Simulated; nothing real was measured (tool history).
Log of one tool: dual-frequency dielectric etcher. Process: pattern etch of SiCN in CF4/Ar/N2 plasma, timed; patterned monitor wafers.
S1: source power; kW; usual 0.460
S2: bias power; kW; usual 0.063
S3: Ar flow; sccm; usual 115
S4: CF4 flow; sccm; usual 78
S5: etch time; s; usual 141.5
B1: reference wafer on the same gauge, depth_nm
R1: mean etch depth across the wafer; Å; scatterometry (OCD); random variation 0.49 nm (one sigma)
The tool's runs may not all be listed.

{"run": 1, "hour": 0.0, "S1": 0.46, "S2": 0.071, "S3": 115, "S4": 78, "S5": 141.5, "B1": 113.8, "R1": 1023}
{"run": 2, "hour": 0.4, "S1": 0.46, "S2": 0.063, "S3": 115, "S4": 78, "S5": 110.0, "B1": 113.8, "R1": 776}
{"run": 3, "hour": 27.8, "S1": 0.46, "S2": 0.063, "S3": 115, "S4": 92, "S5": 141.5, "B1": 113.9, "R1": 1021}
{"hour": 45.7, "done": "gauge calibrated"}
{"hour": 46.3, "done": "source power generator calibrated, repeated, since the last time left the tool worse"}
{"run": 4, "hour": 46.8, "S1": 0.46, "S2": 0.063, "S3": 115, "S4": 78, "S5": 141.5, "B1": 114.1, "R1": 1069}
{"run": 5, "hour": 77.9, "S1": 0.46, "S2": 0.063, "S3": 96, "S4": 72, "S5": 113.5, "B1": 114.2, "R1": 870}
{"run": 6, "hour": 101.2, "S1": 0.52, "S2": 0.073, "S3": 115, "S4": 72, "S5": 155.0, "B1": 114.0, "R1": 1351}
{"run": 7, "hour": 136.9, "S1": 0.35, "S2": 0.063, "S3": 115, "S4": 67, "S5": 182.0, "B1": 114.1, "R1": 1000}
{"run": 8, "hour": 155.1, "S1": 0.46, "S2": 0.063, "S3": 115, "S4": 78, "S5": 141.5, "B1": 114.2, "R1": 1070}
{"run": 9, "hour": 181.1, "S1": 0.46, "S2": 0.063, "S3": 115, "S4": 78, "S5": 141.5, "B1": 114.3, "R1": 1067}
{"run": 10, "hour": 208.7, "S1": 0.46, "S2": 0.063, "S3": 115, "S4": 78, "S5": 129.5, "B1": 114.2, "R1": 975}
{"hour": 260.9, "done": "upper electrode replaced"}
{"run": 11, "hour": 261.4, "S1": 0.46, "S2": 0.071, "S3": 115, "S4": 78, "S5": 141.5, "B1": 114.1, "R1": 1102}
{"run": 12, "hour": 270.1, "S1": 0.36, "S2": 0.058, "S3": 115, "S4": 78, "S5": 141.5, "B1": 114.0, "R1": 803}
{"run": 13, "hour": 284.6, "S1": 0.46, "S2": 0.077, "S3": 115, "S4": 78, "S5": 141.5, "B1": 114.0, "R1": 1105}
{"run": 14, "hour": 319.4, "S1": 0.46, "S2": 0.063, "S3": 115, "S4": 78, "S5": 141.5, "B1": 113.8, "R1": 1078}
{"run": 15, "hour": 346.0, "S1": 0.34, "S2": 0.07, "S3": 115, "S4": 78, "S5": 121.0, "B1": 114.1, "R1": 673}
{"run": 16, "hour": 383.7, "S1": 0.46, "S2": 0.063, "S3": 115, "S4": 69, "S5": 165.0, "B1": 114.1, "R1": 1226}
{"run": 17, "hour": 406.7, "S1": 0.38, "S2": 0.052, "S3": 115, "S4": 78, "S5": 141.5, "B1": 114.0, "R1": 844}
{"run": 18, "hour": 437.0, "S1": 0.53, "S2": 0.063, "S3": 115, "S4": 78, "S5": 141.5, "B1": 114.0, "R1": 1239}
{"run": 19, "hour": 460.1, "S1": 0.5, "S2": 0.075, "S3": 115, "S4": 92, "S5": 113.5, "B1": 114.0, "R1": 997}
{"run": 20, "hour": 483.7, "S1": 0.46, "S2": 0.063, "S3": 115, "S4": 84, "S5": 141.5, "B1": 113.9, "R1": 1079}

What the log doesn't show, run by run:
etch rate over this chamber's usual, %: 0 in every run
bias power that arrives over what is set, %: 0 in every run
Ar flow that arrives over what is set, %: 0 in every run
CF4 flow that arrives over what is set, %: 0 in every run
gauge reads high (%): 0 in every run
H1: source power that arrives over what is set, %
run=1 H1=-6.42
run=2 H1=-6.42
run=3 H1=-6.38
run=4 H1=-0.179
run=5 H1=-0.143
run=6 H1=-0.116
run=7 H1=-0.0745
run=8 H1=-0.0535
run=9 H1=-0.0234
run=10 H1=0.0085
run=11 H1=0.0695
run=12 H1=0.0795
run=13 H1=0.0963
run=14 H1=0.137
run=15 H1=0.167
run=16 H1=0.211
run=17 H1=0.238
run=18 H1=0.273
run=19 H1=0.299
run=20 H1=0.327
